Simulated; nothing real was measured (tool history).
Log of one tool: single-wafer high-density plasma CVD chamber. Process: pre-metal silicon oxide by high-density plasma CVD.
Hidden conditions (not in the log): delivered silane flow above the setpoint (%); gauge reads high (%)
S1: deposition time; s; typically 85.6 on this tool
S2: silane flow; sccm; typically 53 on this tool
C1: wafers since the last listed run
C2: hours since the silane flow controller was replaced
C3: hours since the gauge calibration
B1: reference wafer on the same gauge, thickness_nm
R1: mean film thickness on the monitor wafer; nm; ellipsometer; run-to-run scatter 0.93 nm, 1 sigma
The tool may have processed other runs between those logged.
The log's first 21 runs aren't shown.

Run 22, hour 262.7: usual settings but S1 98.5 s, S2 59 sccm; C1 77; C2 5.0; C3 17.5; B1 448.862. Result: R1 592.258 nm.
Run 23, hour 276.1: usual settings; C1 231; C2 18.4; C3 30.9; B1 448.984. Result: R1 471.300 nm.
Run 24, hour 288.9: usual settings but S1 98.5 s, S2 56 sccm; C1 220; C2 31.2; C3 43.7; B1 448.978. Result: R1 570.122 nm.
Run 25, hour 300.3: usual settings but S1 79.3 s, S2 59 sccm; C1 196; C2 42.6; C3 55.1; B1 449.003. Result: R1 477.748 nm.
Run 26, hour 313.2: usual settings; C1 222; C2 55.5; C3 68.0; B1 449.184. Result: R1 471.183 nm.
Run 27, hour 331.0: usual settings but S1 73.3 s, S2 48 sccm; C1 307; C2 73.3; C3 85.8; B1 449.026. Result: R1 373.876 nm.
Run 28, hour 343.5: usual settings but S1 77.8 s, S2 47 sccm; C1 215; C2 85.8; C3 98.3; B1 448.931. Result: R1 390.466 nm.
Run 29, hour 357.0: usual settings; C1 233; C2 99.3; C3 111.8; B1 449.080. Result: R1 472.836 nm.
Run 30, hour 364.5: usual settings but S1 73.2 s, S2 56 sccm; C1 129; C2 106.8; C3 119.3; B1 448.907. Result: R1 423.518 nm.
Run 31, hour 381.5: usual settings; C1 293; C2 123.8; C3 136.3; B1 449.008. Result: R1 474.611 nm.
Run 32, hour 395.3: usual settings but S1 75.0 s, S2 50 sccm; C1 238; C2 137.6; C3 150.1; B1 449.051. Result: R1 394.719 nm.
Run 33, hour 405.6: usual settings but S1 72.4 s, S2 45 sccm; C1 177; C2 147.9; C3 160.4; B1 449.056. Result: R1 350.059 nm.

Alternative continuations, all from the tool just after run 33; predict every row:
Run A, hour 406.0: usual settings; C1 6; C2 148.3; C3 160.8; B1 ?. Result: R1 ?.
Run B, hour 406.0: usual settings but S1 98.1 s, S2 56 sccm; C1 6; C2 148.3; C3 160.8; B1 ?. Result: R1 ?.
Run C, hour 406.0: usual settings but S1 77.0 s, S2 49 sccm; C1 6; C2 148.3; C3 160.8; B1 ?. Result: R1 ?.
Run D, hour 406.0: usual settings but S1 93.0 s; C1 6; C2 148.3; C3 160.8; B1 ?. Result: R1 ?.

run       B1       R1
  A  448.861  472.707
  B  448.861  566.768
  C  448.861  399.018
  D  448.861  513.572
Stripped of hidden state, with their random variation kept, the same runs would have yielded:
run       R1
  A  475.263
  B  569.832
  C  401.176
  D  516.349
